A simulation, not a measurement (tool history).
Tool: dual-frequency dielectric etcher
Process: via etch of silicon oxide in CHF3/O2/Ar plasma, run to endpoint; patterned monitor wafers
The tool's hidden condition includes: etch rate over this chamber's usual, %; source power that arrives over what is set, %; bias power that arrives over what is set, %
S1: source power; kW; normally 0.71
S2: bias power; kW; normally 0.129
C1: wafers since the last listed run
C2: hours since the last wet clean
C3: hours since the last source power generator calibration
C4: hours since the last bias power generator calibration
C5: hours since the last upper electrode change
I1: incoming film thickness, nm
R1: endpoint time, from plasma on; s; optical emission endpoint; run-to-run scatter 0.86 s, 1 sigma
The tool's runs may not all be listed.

Run 1, hour 0: usual settings but S2 0.122 kW; C1 0; C2 273.3; C3 4808.4; C4 3463; C5 1787.2; I1 549.4. Result: R1 287.7 s.
Run 2, hour 16.8: usual settings but S2 0.122 kW; C1 77; C2 290.1; C3 4825.2; C4 3479.8; C5 1804; I1 555.2. Result: R1 290 s.
Run 3, hour 36.6: usual settings; C1 91; C2 309.9; C3 4845; C4 3499.6; C5 1823.8; I1 557.2. Result: R1 286.2 s.
Run 4, hour 52.2: usual settings; C1 71; C2 325.5; C3 4860.6; C4 3515.2; C5 1839.4; I1 549.9. Result: R1 283.9 s.
Run 5, hour 67.6: usual settings; C1 70; C2 340.9; C3 4876; C4 3530.6; C5 1854.8; I1 555.5. Result: R1 286.4 s.
Run 6, hour 117.3: usual settings but S2 0.139 kW; C1 228; C2 390.6; C3 4925.7; C4 3580.3; C5 1904.5; I1 554.4. Result: R1 277.3 s.
Run 7, hour 148.8: usual settings; C1 144; C2 422.1; C3 4957.2; C4 3611.8; C5 1936; I1 556.7. Result: R1 285.5 s.
Run 8, hour 161: usual settings; C1 56; C2 434.3; C3 4969.4; C4 3624; C5 1948.2; I1 556.3. Result: R1 286.3 s.
Run 9, hour 174.2: usual settings; C1 60; C2 447.5; C3 4982.6; C4 3637.2; C5 1961.4; I1 555.5. Result: R1 283.5 s.
Run 10, hour 190.2: usual settings; C1 73; C2 463.5; C3 4998.6; C4 3653.2; C5 1977.4; I1 559.3. Result: R1 287.8 s.
Run 11, hour 220.4: usual settings but S2 0.108 kW; C1 138; C2 493.7; C3 5028.8; C4 3683.4; C5 2007.6; I1 552.4. Result: R1 296.3 s.
At hour 251.7: wet clean of the chamber.
Run 12, hour 252.2: usual settings but S2 0.108 kW; C1 35; C2 0.5; C3 5060.6; C4 3715.2; C5 2039.4; I1 555. Result: R1 301 s.
Run 13, hour 333.3: usual settings but S2 0.108 kW; C1 373; C2 81.6; C3 5141.7; C4 3796.3; C5 2120.5; I1 553.1. Result: R1 299.6 s.
At hour 380.9: upper electrode replaced.
Run 14, hour 381.4: usual settings but S2 0.106 kW; C1 110; C2 129.7; C3 5189.8; C4 3844.4; C5 0.5; I1 555.8. Result: R1 299.6 s.
Run 15, hour 384.7: usual settings but S1 0.78 kW; C1 15; C2 133; C3 5193.1; C4 3847.7; C5 3.8; I1 551.9. Result: R1 272.5 s.
Run 16, hour 403: usual settings but S1 0.78 kW; C1 84; C2 151.3; C3 5211.4; C4 3866; C5 22.1; I1 557.3. Result: R1 273.2 s.
Run 17, hour 429.6: usual settings but S1 0.55 kW, S2 0.157 kW; C1 122; C2 177.9; C3 5238; C4 3892.6; C5 48.7; I1 557. Result: R1 308.3 s.
At hour 445.2: source power generator calibrated.
Run 18, hour 445.7: usual settings; C1 55; C2 194; C3 0.5; C4 3908.7; C5 64.8; I1 554.1. Result: R1 284.4 s.
Run 19, hour 462.5: usual settings but S1 0.59 kW, S2 0.158 kW; C1 77; C2 210.8; C3 17.3; C4 3925.5; C5 81.6; I1 555.5. Result: R1 294.5 s.
Run 20, hour 488.2: usual settings but S1 0.86 kW, S2 0.109 kW; C1 118; C2 236.5; C3 43; C4 3951.2; C5 107.3; I1 555. Result: R1 271.8 s.
At hour 506.9: bias power generator calibrated.
Run 21, hour 520.8: usual settings; C1 131; C2 269.1; C3 75.6; C4 13.9; C5 139.9; I1 560.1. Result: R1 289.5 s.
Run 22, hour 539.7: usual settings but S1 0.62 kW, S2 0.15 kW; C1 86; C2 288; C3 94.5; C4 32.8; C5 158.8; I1 556.2. Result: R1 291.8 s.
Run 23, hour 570.9: usual settings but S1 0.6 kW; C1 143; C2 319.2; C3 125.7; C4 64; C5 190; I1 558.6. Result: R1 310.7 s.
Run 24, hour 602: usual settings; C1 143; C2 350.3; C3 156.8; C4 95.1; C5 221.1; I1 554.3. Result: R1 284.4 s.
Run 25, hour 633.5: usual settings but S1 0.59 kW; C1 144; C2 381.8; C3 188.3; C4 126.6; C5 252.6; I1 550.4. Result: R1 308.6 s.
Run 26, hour 651.2: usual settings but S2 0.148 kW; C1 81; C2 399.5; C3 206; C4 144.3; C5 270.3; I1 556. Result: R1 275.4 s.
Run 27, hour 667.6: usual settings; C1 75; C2 415.9; C3 222.4; C4 160.7; C5 286.7; I1 555.4. Result: R1 283.1 s.
Run 28, hour 690.7: usual settings but S2 0.108 kW; C1 106; C2 439; C3 245.5; C4 183.8; C5 309.8; I1 555.1. Result: R1 297.9 s.
Run 29, hour 708.7: usual settings but S2 0.106 kW; C1 82; C2 457; C3 263.5; C4 201.8; C5 327.8; I1 559.6. Result: R1 301.2 s.
At hour 744.3: wet clean of the chamber.
Run 30, hour 744.8: usual settings but S1 0.76 kW, S2 0.138 kW; C1 55; C2 0.5; C3 299.6; C4 237.9; C5 363.9; I1 558.4. Result: R1 275.5 s.
Run 31, hour 771.9: usual settings but S1 0.62 kW, S2 0.141 kW; C1 124; C2 27.6; C3 326.7; C4 265; C5 391; I1 561.6. Result: R1 303 s.
Run 32, hour 802.8: usual settings but S1 0.65 kW, S2 0.146 kW; C1 142; C2 58.5; C3 357.6; C4 295.9; C5 421.9; I1 546.7. Result: R1 284.8 s.
Run 33, hour 820.7: usual settings but S1 0.88 kW; C1 82; C2 76.4; C3 375.5; C4 313.8; C5 439.8; I1 552.4. Result: R1 257.8 s.

Table of differences, measured result less the result of that run with no hidden state. Run-to-run variation is the same in both. Gauge scatter possibly is not:
run    R1
  1  -2.2
  2  -2.3
  3  -2.4
  4  -2.4
  5  -2.6
  6  -2.8
  7  -3.1
  8  -3.2
  9  -3.3
 10  -3.4
 11  -3.8
 12  -0.6
 13  -1.2
 14  -1.5
 15  -1.4
 16  -1.6
 17  -1.9
 18  -1.9
 19  -2.1
 20  -2.1
 21  -2.4
 22  -2.6
 23    -3
 24    -3
 25  -3.4
 26  -3.1
 27  -3.3
 28  -3.7
 29  -3.8
 30  -0.3
 31  -0.5
 32  -0.7
 33  -0.7
